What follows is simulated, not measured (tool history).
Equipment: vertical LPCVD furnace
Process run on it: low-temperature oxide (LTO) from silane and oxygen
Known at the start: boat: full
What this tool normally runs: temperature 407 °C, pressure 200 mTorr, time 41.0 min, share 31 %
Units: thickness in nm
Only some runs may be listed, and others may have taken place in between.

| run | hour | temperature | pressure | time | share | read-back reference wafer on the same gauge, thickness | thickness |
|---|---|---|---|---|---|---|---|
| 1 | 0.0 | 407 | 200 | 41.0 | 31 | 281.16 | 284.50 |
|  | 11.5 | gauge calibrated |
| 2 | 30.4 | 407 | 200 | 41.0 | 31 | 281.06 | 285.52 |
| 3 | 87.0 | 414 | 200 | 41.0 | 31 | 281.57 | 304.63 |
| 4 | 141.2 | 407 | 200 | 30.5 | 31 | 281.13 | 209.86 |
| 5 | 168.6 | 407 | 200 | 30.5 | 31 | 281.18 | 211.00 |
| 6 | 229.4 | 407 | 220 | 41.0 | 31 | 281.45 | 316.16 |
| 7 | 255.4 | 407 | 220 | 41.0 | 31 | 281.63 | 312.18 |
| 8 | 326.0 | 407 | 200 | 41.0 | 31 | 281.02 | 283.39 |
| 9 | 388.4 | 407 | 200 | 41.0 | 31 | 281.00 | 285.19 |
| 10 | 436.4 | 407 | 200 | 41.0 | 31 | 280.94 | 284.03 |
|  | 517.0 | thermocouples replaced and temperature profile calibrated |
| 11 | 517.5 | 410 | 235 | 41.0 | 31 | 281.02 | 327.08 |
| 12 | 569.0 | 410 | 235 | 41.0 | 31 | 281.19 | 334.83 |
| 13 | 608.9 | 407 | 200 | 41.0 | 31 | 280.96 | 271.29 |
| 14 | 651.7 | 407 | 160 | 41.0 | 31 | 281.05 | 216.58 |
| 15 | 694.7 | 407 | 200 | 41.0 | 31 | 280.94 | 270.88 |
| 16 | 724.7 | 407 | 230 | 50.0 | 31 | 281.16 | 383.74 |
| 17 | 791.1 | 407 | 200 | 41.0 | 31 | 281.58 | 275.26 |
| 18 | 833.4 | 411 | 225 | 29.5 | 26 | 280.77 | 178.07 |
| 19 | 882.8 | 399 | 200 | 25.5 | 27 | 280.74 | 125.90 |
|  | 940.3 | pressure gauge zeroed |
|  | 949.6 | silane flow controller replaced |
| 20 | 950.1 | 414 | 200 | 41.0 | 26 | 280.89 | 229.71 |
|  | 994.0 | gauge calibrated |
| 21 | 1128.5 | 407 | 200 | 30.5 | 31 | 281.23 | 202.95 |
| 22 | 1159.1 | 407 | 185 | 41.0 | 31 | 281.16 | 253.01 |
| 23 | 1220.5 | 416 | 175 | 41.0 | 31 | 281.31 | 262.82 |
| 24 | 1262.5 | 419 | 200 | 31.0 | 34 | 281.47 | 268.01 |
| 25 | 1314.0 | 407 | 200 | 48.0 | 31 | 280.67 | 320.03 |

Predict each of these 3 candidate next runs independently; none follows another, all start after run 25:
| A | 1318.8 | 407 | 200 | 41.0 | 31 | ? | ? |
| B | 1318.8 | 402 | 200 | 35.5 | 36 | ? | ? |
| C | 1318.8 | 407 | 200 | 32.5 | 26 | ? | ? |

| run | read-back reference wafer on the same gauge, thickness | thickness |
|---|---|---|
| A | 280.76 | 275.77 |
| B | 280.76 | 276.47 |
| C | 280.76 | 168.56 |
Take away the tool's hidden state, keep each run's random variation, and the runs would have read:
| run | thickness |
|---|---|
| A | 271.95 |
| B | 272.71 |
| C | 166.13 |
